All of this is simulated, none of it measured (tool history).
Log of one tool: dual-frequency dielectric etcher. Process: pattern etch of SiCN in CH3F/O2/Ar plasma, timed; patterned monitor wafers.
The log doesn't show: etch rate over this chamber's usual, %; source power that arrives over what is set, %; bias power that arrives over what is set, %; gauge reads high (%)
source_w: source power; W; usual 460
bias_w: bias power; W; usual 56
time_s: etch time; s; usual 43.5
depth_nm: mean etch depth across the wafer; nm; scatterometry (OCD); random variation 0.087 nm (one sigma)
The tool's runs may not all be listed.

run,hour,source_w,bias_w,time_s,wafers since the last listed run,hours since the last wet clean,hours since the last source power generator calibration,hours since the last bias power generator calibration,hours since the last upper electrode change,hours since the gauge calibration,"read-back reference wafer on the same gauge, depth_nm",depth_nm
1,0,460,60,43.5,0,258,1911.3,5024.7,5090.7,41.4,17.2,15.68
2,10.8,520,56,43.5,142,268.8,1922.1,5035.5,5101.5,52.2,17.17,16.1
3,49.3,520,56,43.5,509,307.3,1960.6,5074,5140,90.7,17.21,15.99
4,61.3,520,56,43.5,158,319.3,1972.6,5086,5152,102.7,17.21,16.07
# hour 69.7: source power generator calibrated
5,71.2,460,53,43.5,78,329.2,1.5,5095.9,5161.9,112.6,17.19,15.1
# hour 98.3: gauge calibrated
# hour 98.6: bias power generator calibrated
# hour 111.6: upper electrode replaced, of another model than before
# hour 121.3: wet clean of the chamber
6,121.8,460,53,43.5,315,0.5,52.1,23.2,10.2,23.5,17.16,14.51
7,122.1,460,53,43.5,3,0.8,52.4,23.5,10.5,23.8,17.22,14.56
8,122.5,460,56,43.5,5,1.2,52.8,23.9,10.9,24.2,17.22,14.83
9,130.9,540,68,37,111,9.6,61.2,32.3,19.3,32.6,17.21,13.66
10,142.4,560,45,35.5,152,21.1,72.7,43.8,30.8,44.1,17.2,12.25
11,149.6,460,66,35.5,95,28.3,79.9,51,38,51.3,17.18,12.49
12,176.9,460,56,43.5,361,55.6,107.2,78.3,65.3,78.6,17.19,14.92
13,186.6,460,66,35.5,128,65.3,116.9,88,75,88.3,17.21,12.52
14,204,400,56,43.5,230,82.7,134.3,105.4,92.4,105.7,17.19,14.22
15,210.3,500,42,33.5,83,89,140.6,111.7,98.7,112,17.2,11.14
16,221.3,510,63,38.5,145,100,151.6,122.7,109.7,123,17.17,13.98

Forecast each of these 4 alternatives for the next run:
A,221.7,460,56,43.5,5,100.4,152,123.1,110.1,123.4,?,?
B,221.7,460,56,56,5,100.4,152,123.1,110.1,123.4,?,?
C,221.7,570,64,43.5,5,100.4,152,123.1,110.1,123.4,?,?
D,221.7,340,67,56,5,100.4,152,123.1,110.1,123.4,?,?

run,"read-back reference wafer on the same gauge, depth_nm",depth_nm
A,17.2,14.93
B,17.2,19.22
C,17.2,16.33
D,17.2,18.35
Without the tool's hidden state the same runs would have given:
run,depth_nm
A,14.74
B,18.97
C,16.12
D,18.11

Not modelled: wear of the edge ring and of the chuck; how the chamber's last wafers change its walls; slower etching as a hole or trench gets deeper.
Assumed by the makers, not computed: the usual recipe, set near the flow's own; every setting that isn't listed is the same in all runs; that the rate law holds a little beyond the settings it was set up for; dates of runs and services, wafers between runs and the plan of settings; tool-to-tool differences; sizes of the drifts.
